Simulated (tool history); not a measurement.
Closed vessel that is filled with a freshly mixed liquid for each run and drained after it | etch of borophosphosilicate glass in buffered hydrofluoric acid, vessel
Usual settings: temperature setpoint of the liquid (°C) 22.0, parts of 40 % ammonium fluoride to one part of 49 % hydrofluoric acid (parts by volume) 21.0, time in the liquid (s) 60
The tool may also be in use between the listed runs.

run   hour  temperature setpoint of the liquid (°C)  parts of 40 % ammonium fluoride to one part of 49 % hydrofluoric acid (parts by volume)  time in the liquid (s)  wafers since the last listed run  hours since the thermometer was replaced  hours since the hydrofluoric acid flow meter was replaced  hours since the gauge calibration  read-back film thickness of the borophosphosilicate glass reference wafer, read on the same gauge (nm)  thickness taken off the borophosphosilicate glass on a monitor wafer (Å)
  1    0.0                                     22.0                                                                                     21.0                      60                                 0                                    1249.3                                                      879.9                               35.1                                                                                                  119.99                                                                     401.0
  2   14.3                                     22.0                                                                                     21.0                      60                              1250                                    1263.6                                                      894.2                               49.4                                                                                                  120.01                                                                     402.5
  3   31.7                                     22.0                                                                                     21.0                      60                              1521                                    1281.0                                                      911.6                               66.8                                                                                                  119.95                                                                     405.4
  4   45.1                                     22.0                                                                                     21.0                      60                              1171                                    1294.4                                                      925.0                               80.2                                                                                                  119.99                                                                     403.1
  5   56.0                                     22.0                                                                                     21.0                      60                               953                                    1305.3                                                      935.9                               91.1                                                                                                  119.96                                                                     402.6
  6   70.2                                     22.0                                                                                     21.0                      60                              1241                                    1319.5                                                      950.1                              105.3                                                                                                  120.02                                                                     402.9
  7   87.4                                     22.0                                                                                     21.0                      60                              1503                                    1336.7                                                      967.3                              122.5                                                                                                  120.00                                                                     404.9
      95.4  -- hydrofluoric acid flow meter replaced
  8   97.2                                     22.0                                                                                     21.0                      35                               769                                    1346.5                                                        1.8                              132.3                                                                                                  119.99                                                                     252.5
  9  115.1                                     19.0                                                                                     27.5                      40                              1565                                    1364.4                                                       19.7                              150.2                                                                                                  120.01                                                                     197.2
     122.8  -- thermometer replaced
     123.6  -- hydrofluoric acid flow meter replaced, repeated, since the last time left the tool worse
     126.8  -- gauge calibrated
 10  128.1                                     19.5                                                                                     18.0                      90                               980                                       5.3                                                        4.5                                1.3                                                                                                  120.03                                                                     568.3
 11  143.3                                     19.5                                                                                     21.0                      60                              1328                                      20.5                                                       19.7                               16.5                                                                                                  119.98                                                                     332.6
 12  154.4                                     22.0                                                                                     14.0                      60                               970                                      31.6                                                       30.8                               27.6                                                                                                  120.02                                                                     558.9
 13  169.9                                     24.5                                                                                     26.0                      85                              1355                                      47.1                                                       46.3                               43.1                                                                                                  119.98                                                                     534.6
 14  184.6                                     17.5                                                                                     17.5                      40                              1285                                      61.8                                                       61.0                               57.8                                                                                                  119.99                                                                     235.7
 15  199.7                                     27.0                                                                                     24.5                      30                              1320                                      76.9                                                       76.1                               72.9                                                                                                  120.02                                                                     225.4
 16  217.3                                     19.5                                                                                     21.0                      60                              1538                                      94.5                                                       93.7                               90.5                                                                                                  120.03                                                                     331.6

The tool's hidden state at each run:
liquid hotter than its thermometer reads (K): 0 in every run
gauge reads high (%): 0 in every run
H1: hydrofluoric acid flow above the setpoint (%)
run     H1
  1   7.43
  2   7.54
  3   7.68
  4   7.78
  5   7.86
  6   7.97
  7   8.11
  8   15.4
  9   15.5
 10  0.135
 11  0.252
 12  0.338
 13  0.457
 14   0.57
 15  0.686
 16  0.822

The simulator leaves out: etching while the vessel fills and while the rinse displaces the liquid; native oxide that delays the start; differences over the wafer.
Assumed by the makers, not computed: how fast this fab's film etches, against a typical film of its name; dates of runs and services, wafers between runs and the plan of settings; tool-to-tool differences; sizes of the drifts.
